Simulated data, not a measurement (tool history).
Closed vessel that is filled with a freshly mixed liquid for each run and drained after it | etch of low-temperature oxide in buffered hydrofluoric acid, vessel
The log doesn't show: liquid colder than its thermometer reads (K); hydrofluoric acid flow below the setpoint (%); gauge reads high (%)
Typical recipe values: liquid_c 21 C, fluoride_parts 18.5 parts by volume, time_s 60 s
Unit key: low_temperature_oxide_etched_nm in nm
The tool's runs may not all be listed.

run    hour  liquid_c  fluoride_parts  time_s  wafers since the last listed run  hours since the thermometer was replaced  hours since the hydrofluoric acid flow meter was replaced  hours since the gauge calibration  read-back film thickness of the low-temperature oxide reference wafer, read on the same gauge (nm)  low_temperature_oxide_etched_nm
  1       0        24              22      60                                 0                                      82.4                                                        286                              347.2                                                                                              140.02                           130.54
  2    87.6        18            18.5      60                              7632                                       170                                                      373.6                              434.8                                                                                              139.99                           106.65
  3   260.9        18            18.5      60                             15099                                     343.3                                                      546.9                              608.1                                                                                              140.02                            104.9
  4   305.6        18            18.5      60                              3894                                       388                                                      591.6                              652.8                                                                                                 140                           107.54
  5   408.6        21            18.5      60                              8974                                       491                                                      694.6                              755.8                                                                                              139.98                           125.09
  6   468.5        21            18.5      60                              5218                                     550.9                                                      754.5                              815.7                                                                                              140.03                           125.81
  7     550        21            18.5      60                              7100                                     632.4                                                        836                              897.2                                                                                              140.02                           123.52
  8   615.7      24.5            18.5      60                              5724                                     698.1                                                      901.7                              962.9                                                                                              140.01                           149.96
  9   708.7      24.5            18.5      60                              8102                                     791.1                                                      994.7                             1055.9                                                                                              139.98                           149.23
 10     806      24.5            18.5      60                              8477                                     888.4                                                       1092                             1153.2                                                                                              140.02                           149.36
 11   849.1        21            18.5      60                              3755                                     931.5                                                     1135.1                             1196.3                                                                                                 140                           123.11
 12   893.9        21            18.5      60                              3903                                     976.3                                                     1179.9                             1241.1                                                                                              140.01                            122.2
 13   941.9      17.5            18.5      75                              4182                                    1024.3                                                     1227.9                             1289.1                                                                                              140.02                           124.11
 14  1004.6      17.5            18.5      75                              5462                                      1087                                                     1290.6                             1351.8                                                                                              140.02                           125.56
     1071.8  -- thermometer replaced
 15  1110.7        17            12.5      45                              9156                                      38.9                                                     1396.7                             1457.9                                                                                              139.99                           112.52
 16  1160.8        21            18.5      60                              4365                                        89                                                     1446.8                               1508                                                                                              140.04                           126.81
     1162.9  -- gauge calibrated
 17  1212.8        21            18.5      60                              4530                                       141                                                     1498.8                               49.9                                                                                                 140                           126.26
 18  1281.8        25            15.5      60                              6011                                       210                                                     1567.8                              118.9                                                                                                 140                           188.95
 19    1365      22.5            18.5      85                              7248                                     293.2                                                       1651                              202.1                                                                                                 140                           194.82
       1408  -- hydrofluoric acid flow meter replaced
 20  1409.7        17            14.5      70                              3807                                     337.9                                                        1.7                              246.8                                                                                              140.02                           150.54
 21  1468.1        17            18.5      60                              5088                                     396.3                                                       60.1                              305.2                                                                                              140.02                           101.39
 22  1520.5        19            18.5      60                              4565                                     448.7                                                      112.5                              357.6                                                                                              139.97                           110.99
 23  1599.5        21            18.5      35                              6882                                     527.7                                                      191.5                              436.6                                                                                              140.02                            72.33
 24  1683.2        21              22      50                              7292                                     611.4                                                      275.2                              520.3                                                                                                 140                            88.28
 25  1752.8        21            18.5      60                              6063                                       681                                                      344.8                              589.9                                                                                                 140                           123.22
 26  1802.9        17              21      60                              4365                                     731.1                                                      394.9                                640                                                                                                 140                             87.5
 27  1856.8      17.5              21      35                              4696                                       785                                                      448.8                              693.9                                                                                              140.03                            52.92
 28  1929.8      19.5              23      60                              6360                                       858                                                      521.8                              766.9                                                                                              140.02                            94.78
 29    2005        24            18.5      45                              6551                                     933.2                                                        597                              842.1                                                                                              139.98                           108.13

Predict each of these 4 candidate next runs independently; none follows another, all start after run 29:
  A  2005.7      23.5            18.5      60                                60                                     933.9                                                      597.7                              842.8                                                                                                   ?                                ?
  B  2005.7        21              25      45                                60                                     933.9                                                      597.7                              842.8                                                                                                   ?                                ?
  C  2005.7        21              13      90                                60                                     933.9                                                      597.7                              842.8                                                                                                   ?                                ?
  D  2005.7        23            15.5      80                                60                                     933.9                                                      597.7                              842.8                                                                                                   ?                                ?

run  read-back film thickness of the low-temperature oxide reference wafer, read on the same gauge (nm)  low_temperature_oxide_etched_nm
  A                                                                                              140.01                           142.19
  B                                                                                              140.01                            73.65
  C                                                                                              140.01                           262.64
  D                                                                                              140.01                           219.54
Take away the tool's hidden state, keep each run's random variation, and the runs would have read:
run  low_temperature_oxide_etched_nm
  A                           149.24
  B                            77.37
  C                           275.86
  D                           230.45
